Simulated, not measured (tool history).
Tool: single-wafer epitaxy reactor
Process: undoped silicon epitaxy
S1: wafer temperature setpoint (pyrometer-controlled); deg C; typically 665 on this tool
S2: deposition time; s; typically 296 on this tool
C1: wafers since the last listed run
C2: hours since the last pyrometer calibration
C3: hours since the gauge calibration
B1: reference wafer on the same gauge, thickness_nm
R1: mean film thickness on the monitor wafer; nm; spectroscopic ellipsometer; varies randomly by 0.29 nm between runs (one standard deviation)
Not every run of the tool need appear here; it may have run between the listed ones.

| run | hour | S1 | S2 | C1 | C2 | C3 | B1 | R1 |
|---|---|---|---|---|---|---|---|---|
| 1 | 0.0 | 665 | 296 | 0 | 1150.1 | 386.6 | 78.723 | 76.884 |
| 2 | 34.9 | 665 | 296 | 197 | 1185.0 | 421.5 | 78.616 | 77.460 |
| 3 | 66.1 | 665 | 296 | 176 | 1216.2 | 452.7 | 78.638 | 78.068 |
| 4 | 168.6 | 675 | 277 | 580 | 1318.7 | 555.2 | 78.655 | 88.453 |
| 5 | 183.3 | 675 | 277 | 83 | 1333.4 | 569.9 | 78.497 | 89.045 |
| 6 | 218.1 | 675 | 277 | 197 | 1368.2 | 604.7 | 78.642 | 89.191 |
| 7 | 240.4 | 665 | 263 | 126 | 1390.5 | 627.0 | 78.524 | 70.616 |
| 8 | 254.7 | 665 | 263 | 81 | 1404.8 | 641.3 | 78.596 | 71.420 |
| 9 | 290.6 | 665 | 263 | 203 | 1440.7 | 677.2 | 78.572 | 71.273 |
| 10 | 308.0 | 665 | 316 | 98 | 1458.1 | 694.6 | 78.491 | 85.740 |
| 11 | 342.8 | 674 | 296 | 197 | 1492.9 | 729.4 | 78.634 | 95.549 |
| 12 | 360.0 | 665 | 296 | 97 | 1510.1 | 746.6 | 78.691 | 80.649 |
|  | 372.7 | pyrometer calibrated |
|  | 372.8 | gauge calibrated |
| 13 | 394.9 | 665 | 296 | 152 | 22.2 | 22.1 | 78.714 | 72.702 |
| 14 | 411.9 | 665 | 296 | 96 | 39.2 | 39.1 | 78.721 | 72.417 |
| 15 | 437.6 | 665 | 353 | 145 | 64.9 | 64.8 | 78.642 | 86.909 |
| 16 | 455.1 | 674 | 267 | 99 | 82.4 | 82.3 | 78.579 | 76.352 |
| 17 | 467.4 | 657 | 335 | 69 | 94.7 | 94.6 | 78.591 | 70.338 |
| 18 | 490.7 | 675 | 273 | 132 | 118.0 | 117.9 | 78.664 | 80.893 |
| 19 | 510.9 | 674 | 296 | 114 | 138.2 | 138.1 | 78.529 | 85.477 |
| 20 | 528.5 | 659 | 315 | 99 | 155.8 | 155.7 | 78.595 | 68.708 |
| 21 | 563.8 | 671 | 336 | 199 | 191.1 | 191.0 | 78.584 | 91.763 |
| 22 | 597.0 | 665 | 278 | 188 | 224.3 | 224.2 | 78.523 | 68.100 |
| 23 | 630.7 | 651 | 245 | 190 | 258.0 | 257.9 | 78.633 | 46.251 |
| 24 | 653.9 | 665 | 316 | 131 | 281.2 | 281.1 | 78.753 | 77.793 |
| 25 | 680.6 | 679 | 347 | 151 | 307.9 | 307.8 | 78.574 | 110.024 |
| 26 | 759.1 | 674 | 267 | 444 | 386.4 | 386.3 | 78.513 | 77.594 |

Below are 4 alternative next runs, each starting from the tool's condition after run 26. Predict each:
| A | 759.6 | 665 | 296 | 2 | 386.9 | 386.8 | ? | ? |
| B | 759.6 | 657 | 339 | 2 | 386.9 | 386.8 | ? | ? |
| C | 759.6 | 665 | 338 | 2 | 386.9 | 386.8 | ? | ? |
| D | 759.6 | 654 | 296 | 2 | 386.9 | 386.8 | ? | ? |

| run | B1 | R1 |
|---|---|---|
| A | 78.584 | 72.562 |
| B | 78.584 | 71.555 |
| C | 78.584 | 82.858 |
| D | 78.584 | 59.035 |
With no hidden state in the tool, these same runs would have given:
| run | R1 |
|---|---|
| A | 72.429 |
| B | 71.422 |
| C | 82.707 |
| D | 58.925 |

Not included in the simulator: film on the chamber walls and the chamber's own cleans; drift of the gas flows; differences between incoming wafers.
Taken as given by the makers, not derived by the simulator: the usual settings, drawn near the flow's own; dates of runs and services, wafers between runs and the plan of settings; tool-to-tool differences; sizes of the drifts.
